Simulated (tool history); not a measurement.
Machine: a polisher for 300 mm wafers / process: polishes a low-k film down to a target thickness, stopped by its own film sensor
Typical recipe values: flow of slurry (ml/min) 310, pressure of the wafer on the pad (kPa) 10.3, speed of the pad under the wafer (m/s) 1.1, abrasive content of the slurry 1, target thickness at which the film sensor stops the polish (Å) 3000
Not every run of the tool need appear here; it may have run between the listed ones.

run,hour,flow of slurry (ml/min),pressure of the wafer on the pad (kPa),speed of the pad under the wafer (m/s),abrasive content of the slurry,target thickness at which the film sensor stops the polish (Å),"incoming thickness of the incoming film, nm",time until the film sensor stopped the polish (s)
1,0,310,10.3,1.1,1,3000,328.6,69.9
# hour 55.8: conditioning disc replaced and pad reconditioned
2,69,310,10.3,1.1,1,3000,328.2,69
# hour 91.3: worn pad replaced by a new one
3,138.5,310,10.3,1.1,1,3000,327.1,65.2
4,204.2,310,10.3,1.1,1,3000,327.2,66.8
# hour 258: slurry blender recalibrated
# hour 297.7: worn pad replaced by a new one
5,303.8,310,10.3,1.1,1,3000,322.7,54.6
# hour 306.8: conditioning disc replaced and pad reconditioned
6,396.5,310,10.3,1.1,1,3000,331.7,77.7
# hour 399.6: head pressure recalibrated
# hour 492.3: slurry blender recalibrated
7,495.1,310,10.3,1.1,1,3000,331,83.4
# hour 573.2: worn pad replaced by a new one
8,573.7,310,10.3,1.1,1,3000,324.9,65.3
# hour 579.4: conditioning disc replaced and pad reconditioned
9,635.6,410,10.3,1.22,1,3050,329.9,58.9
# hour 647.1: slurry nozzle cleaned
10,677.7,310,13.1,1.1,1.15,3000,335.9,69
11,744.9,395,10.3,1.42,1,2960,333.3,78.3
# hour 763.9: slurry blender recalibrated
# hour 779.2: worn pad replaced by a new one
# hour 831.6: conditioning disc replaced and pad reconditioned
12,850.7,310,8.3,1.2,0.7,2940,327.9,124.6
13,943,310,10.3,0.86,1,2910,326.2,102.5
# hour 989.3: slurry blender recalibrated
14,990,310,10.3,1.1,1,3000,324.9,63
# hour 1025.4: worn pad replaced by a new one
15,1032.7,310,7.6,0.88,1,3000,336,138.7
# hour 1072.7: conditioning disc replaced and pad reconditioned
16,1115.8,310,13.1,0.92,1,3100,333,50.9
17,1209.4,310,10.3,1.1,1,3000,329.4,72.7

How would selected steps in time until the film sensor stopped the polish (s) from run to run divide? Give the signed amount a tool lacking its hidden state would still show from settings, what came in and random variation, and the signed amount left for the hidden state, including any gauge scatter that is not in both of the compared results.
Hidden conditions of the tool in this case: removal rate lost through wear of the pad, %; slurry flow missing at the pad, %; deviation of the head's pressure from its setpoint, %; abrasive missing from the slurry, %; time polished since the conditioner stopped cutting, s.
Run 6 -> 7: head pressure recalibrated, slurry blender recalibrated. time until the film sensor stopped the polish (s) +5.7: hidden state +8.5, all else -2.8.
Run 15 -> 16: pressure of the wafer on the pad (kPa) 7.6 -> 13.1, speed of the pad under the wafer (m/s) 0.88 -> 0.92, target thickness at which the film sensor stops the polish (Å) 3000 -> 3100, conditioning disc replaced and pad reconditioned. time until the film sensor stopped the polish (s) -87.8: hidden state +7.1, all else -94.9.
